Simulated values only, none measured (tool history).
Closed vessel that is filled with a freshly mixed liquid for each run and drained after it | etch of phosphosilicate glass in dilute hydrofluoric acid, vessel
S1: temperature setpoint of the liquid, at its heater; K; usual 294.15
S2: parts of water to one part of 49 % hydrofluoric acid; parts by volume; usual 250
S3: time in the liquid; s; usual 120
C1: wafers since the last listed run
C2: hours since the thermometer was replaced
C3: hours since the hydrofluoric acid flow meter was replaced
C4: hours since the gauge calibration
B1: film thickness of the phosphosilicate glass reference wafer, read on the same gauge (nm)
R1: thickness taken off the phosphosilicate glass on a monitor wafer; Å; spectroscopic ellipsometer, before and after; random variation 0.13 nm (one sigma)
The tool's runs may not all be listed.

{"run": 1, "hour": 0.0, "S1": 294.15, "S2": 170, "S3": 120, "C1": 0, "C2": 845.2, "C3": 379.9, "C4": 581.4, "B1": 49.98, "R1": 393.9}
{"run": 2, "hour": 52.9, "S1": 296.65, "S2": 250, "S3": 120, "C1": 5707, "C2": 898.1, "C3": 432.8, "C4": 634.3, "B1": 49.98, "R1": 267.6}
{"run": 3, "hour": 89.0, "S1": 296.65, "S2": 250, "S3": 120, "C1": 3895, "C2": 934.2, "C3": 468.9, "C4": 670.4, "B1": 50.02, "R1": 267.7}
{"run": 4, "hour": 128.1, "S1": 294.15, "S2": 250, "S3": 120, "C1": 4218, "C2": 973.3, "C3": 508, "C4": 709.5, "B1": 50.04, "R1": 242.9}
{"run": 5, "hour": 172.9, "S1": 294.15, "S2": 250, "S3": 120, "C1": 4833, "C2": 1018.1, "C3": 552.8, "C4": 754.3, "B1": 50.01, "R1": 241.3}
{"run": 6, "hour": 267.2, "S1": 294.15, "S2": 250, "S3": 120, "C1": 10174, "C2": 1112.4, "C3": 647.1, "C4": 848.6, "B1": 49.97, "R1": 239.5}
{"run": 7, "hour": 351.7, "S1": 294.15, "S2": 250, "S3": 120, "C1": 9117, "C2": 1196.9, "C3": 731.6, "C4": 933.1, "B1": 49.97, "R1": 239.3}
{"run": 8, "hour": 453.8, "S1": 294.15, "S2": 250, "S3": 120, "C1": 11016, "C2": 1299, "C3": 833.7, "C4": 1035.2, "B1": 49.93, "R1": 236.5}
{"run": 9, "hour": 515.0, "S1": 294.15, "S2": 250, "S3": 120, "C1": 6603, "C2": 1360.2, "C3": 894.9, "C4": 1096.4, "B1": 50.03, "R1": 236.3}
{"hour": 535.3, "done": "hydrofluoric acid flow meter replaced"}
{"run": 10, "hour": 582.6, "S1": 294.15, "S2": 250, "S3": 120, "C1": 7185, "C2": 1427.8, "C3": 47.3, "C4": 1164, "B1": 49.96, "R1": 252.7}
{"run": 11, "hour": 622.7, "S1": 294.15, "S2": 250, "S3": 120, "C1": 4326, "C2": 1467.9, "C3": 87.4, "C4": 1204.1, "B1": 50.01, "R1": 254}
{"run": 12, "hour": 667.2, "S1": 294.15, "S2": 250, "S3": 120, "C1": 4801, "C2": 1512.4, "C3": 131.9, "C4": 1248.6, "B1": 49.97, "R1": 251.9}
{"hour": 726.4, "done": "thermometer replaced"}
{"run": 13, "hour": 745.7, "S1": 298.65, "S2": 360, "S3": 150, "C1": 8361, "C2": 19.3, "C3": 210.4, "C4": 1327.1, "B1": 49.93, "R1": 228.7}
{"run": 14, "hour": 859.5, "S1": 296.65, "S2": 135, "S3": 120, "C1": 12278, "C2": 133.1, "C3": 324.2, "C4": 1440.9, "B1": 49.99, "R1": 567.2}
{"run": 15, "hour": 961.6, "S1": 290.65, "S2": 295, "S3": 120, "C1": 11016, "C2": 235.2, "C3": 426.3, "C4": 1543, "B1": 50.03, "R1": 175.4}
{"run": 16, "hour": 1157.8, "S1": 298.65, "S2": 165, "S3": 170, "C1": 21168, "C2": 431.4, "C3": 622.5, "C4": 1739.2, "B1": 49.99, "R1": 673.9}
{"run": 17, "hour": 1243.2, "S1": 297.65, "S2": 210, "S3": 185, "C1": 9214, "C2": 516.8, "C3": 707.9, "C4": 1824.6, "B1": 49.93, "R1": 522.1}
{"hour": 1297.6, "done": "hydrofluoric acid flow meter replaced"}
{"run": 18, "hour": 1322.1, "S1": 294.15, "S2": 355, "S3": 145, "C1": 8405, "C2": 595.7, "C3": 24.5, "C4": 1903.5, "B1": 50.03, "R1": 195.8}
{"hour": 1364.7, "done": "gauge calibrated"}
{"run": 19, "hour": 1513.5, "S1": 294.15, "S2": 215, "S3": 90, "C1": 20651, "C2": 787.1, "C3": 215.9, "C4": 148.8, "B1": 50, "R1": 225.7}
{"run": 20, "hour": 1602.5, "S1": 294.15, "S2": 250, "S3": 120, "C1": 9602, "C2": 876.1, "C3": 304.9, "C4": 237.8, "B1": 50.05, "R1": 247.8}
{"run": 21, "hour": 1681.9, "S1": 294.15, "S2": 250, "S3": 120, "C1": 8566, "C2": 955.5, "C3": 384.3, "C4": 317.2, "B1": 50.02, "R1": 247.6}
{"run": 22, "hour": 1762.4, "S1": 295.65, "S2": 210, "S3": 120, "C1": 8685, "C2": 1036, "C3": 464.8, "C4": 397.7, "B1": 49.99, "R1": 320.7}
{"run": 23, "hour": 1832.9, "S1": 294.15, "S2": 345, "S3": 155, "C1": 7606, "C2": 1106.5, "C3": 535.3, "C4": 468.2, "B1": 49.98, "R1": 208.4}
{"run": 24, "hour": 1897.2, "S1": 294.15, "S2": 250, "S3": 60, "C1": 6937, "C2": 1170.8, "C3": 599.6, "C4": 532.5, "B1": 50.02, "R1": 122.5}
{"run": 25, "hour": 2098.4, "S1": 294.15, "S2": 250, "S3": 95, "C1": 21708, "C2": 1372, "C3": 800.8, "C4": 733.7, "B1": 49.98, "R1": 188.8}
{"hour": 2163.7, "done": "thermometer replaced"}
{"hour": 2179.1, "done": "hydrofluoric acid flow meter replaced"}
{"run": 26, "hour": 2196.0, "S1": 294.15, "S2": 250, "S3": 120, "C1": 10314, "C2": 32.3, "C3": 16.9, "C4": 831.3, "B1": 50, "R1": 253.5}
{"run": 27, "hour": 2367.0, "S1": 294.15, "S2": 205, "S3": 55, "C1": 18450, "C2": 203.3, "C3": 187.9, "C4": 1002.3, "B1": 50.05, "R1": 147.1}
{"run": 28, "hour": 2462.2, "S1": 290.15, "S2": 250, "S3": 120, "C1": 10271, "C2": 298.5, "C3": 283.1, "C4": 1097.5, "B1": 49.98, "R1": 215.4}
{"run": 29, "hour": 2519.2, "S1": 296.65, "S2": 135, "S3": 120, "C1": 6150, "C2": 355.5, "C3": 340.1, "C4": 1154.5, "B1": 50.04, "R1": 569.9}
{"run": 30, "hour": 2578.9, "S1": 294.15, "S2": 250, "S3": 120, "C1": 6441, "C2": 415.2, "C3": 399.8, "C4": 1214.2, "B1": 50.01, "R1": 246.7}
{"run": 31, "hour": 2630.8, "S1": 294.15, "S2": 355, "S3": 120, "C1": 5599, "C2": 467.1, "C3": 451.7, "C4": 1266.1, "B1": 49.98, "R1": 158}
{"run": 32, "hour": 2672.7, "S1": 294.15, "S2": 250, "S3": 120, "C1": 4520, "C2": 509, "C3": 493.6, "C4": 1308, "B1": 50, "R1": 244.9}

Measured less the same run without the tool's hidden state. The same run-to-run variation is in both; the gauge's scatter may not be:
The hidden state here: liquid colder than its thermometer reads (K); hydrofluoric acid flow below the setpoint (%); gauge reads high (%).
run=1 R1=-13.8
run=2 R1=-11.1
run=3 R1=-12
run=4 R1=-11.4
run=5 R1=-12.3
run=6 R1=-14.1
run=7 R1=-15.8
run=8 R1=-17.6
run=9 R1=-18.9
run=10 R1=-2.4
run=11 R1=-3.2
run=12 R1=-4
run=13 R1=-5.4
run=14 R1=-16.4
run=15 R1=-6.9
run=16 R1=-35.7
run=17 R1=-32.1
run=18 R1=-0.7
run=19 R1=-4
run=20 R1=-6.2
run=21 R1=-7.7
run=22 R1=-11.9
run=23 R1=-9.6
run=24 R1=-6
run=25 R1=-12.4
run=26 R1=-1.6
run=27 R1=-2.8
run=28 R1=-5.7
run=29 R1=-16.7
run=30 R1=-8.9
run=31 R1=-6.8
run=32 R1=-10.7
